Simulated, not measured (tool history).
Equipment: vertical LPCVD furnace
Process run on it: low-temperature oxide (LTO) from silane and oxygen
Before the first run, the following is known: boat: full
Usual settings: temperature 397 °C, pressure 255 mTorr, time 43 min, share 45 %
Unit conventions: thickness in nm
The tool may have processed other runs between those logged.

run	hour	temperature	pressure	time	share	read-back reference wafer on the same gauge, thickness	thickness
1	0	397	255	34.5	45	459.01	376.99
2	12	397	255	43	39	459.04	398.6
3	48.4	397	255	43	39	459.18	399.7
4	62.5	397	255	43	39	459.09	399.53
5	69.3	392	255	43	45	459.05	445.44
6	87.9	392	255	43	45	458.91	446.1
7	106.1	388	255	56	50	458.98	616.88
# hour 150.9: silane flow controller replaced
# hour 163.7: thermocouples replaced and temperature profile calibrated
8	164.2	388	255	53.5	36	459.22	403.1
9	174.9	390	205	58	48	458.96	496.57
10	191.8	397	255	34.5	45	459.01	377.14
11	203.8	397	255	43	50	458.86	519.25
12	216.6	397	255	43	45	459.03	470.08
13	224.9	397	255	43	45	459.1	470.64
14	231.9	389	255	50.5	39	458.93	427.26
# hour 261.8: pressure gauge zeroed
15	262.3	405	255	43	50	459.05	594.92
16	266.8	397	255	30.5	45	458.96	352.07
17	278	391	290	51.5	40	458.95	553.05
18	295.8	405	255	43	45	458.97	537.66
19	307	401	255	57	45	459.17	683.65
20	319.7	397	300	43	45	459.16	581.38
21	335.1	403	200	26.5	45	458.98	254.46
22	361.2	397	235	27.5	45	459.02	291
23	371.6	397	255	43	45	458.88	493.44
24	388	397	255	43	45	459.15	491.24

Run 25 is up next; what results do you expect?
25	401.2	397	255	43	45	?	?

{"run 25": {"read-back reference wafer on the same gauge, thickness": 459.02, "thickness": 492.4}}
Had the tool carried no hidden state, the very same run would have given thickness 495.34 nm.
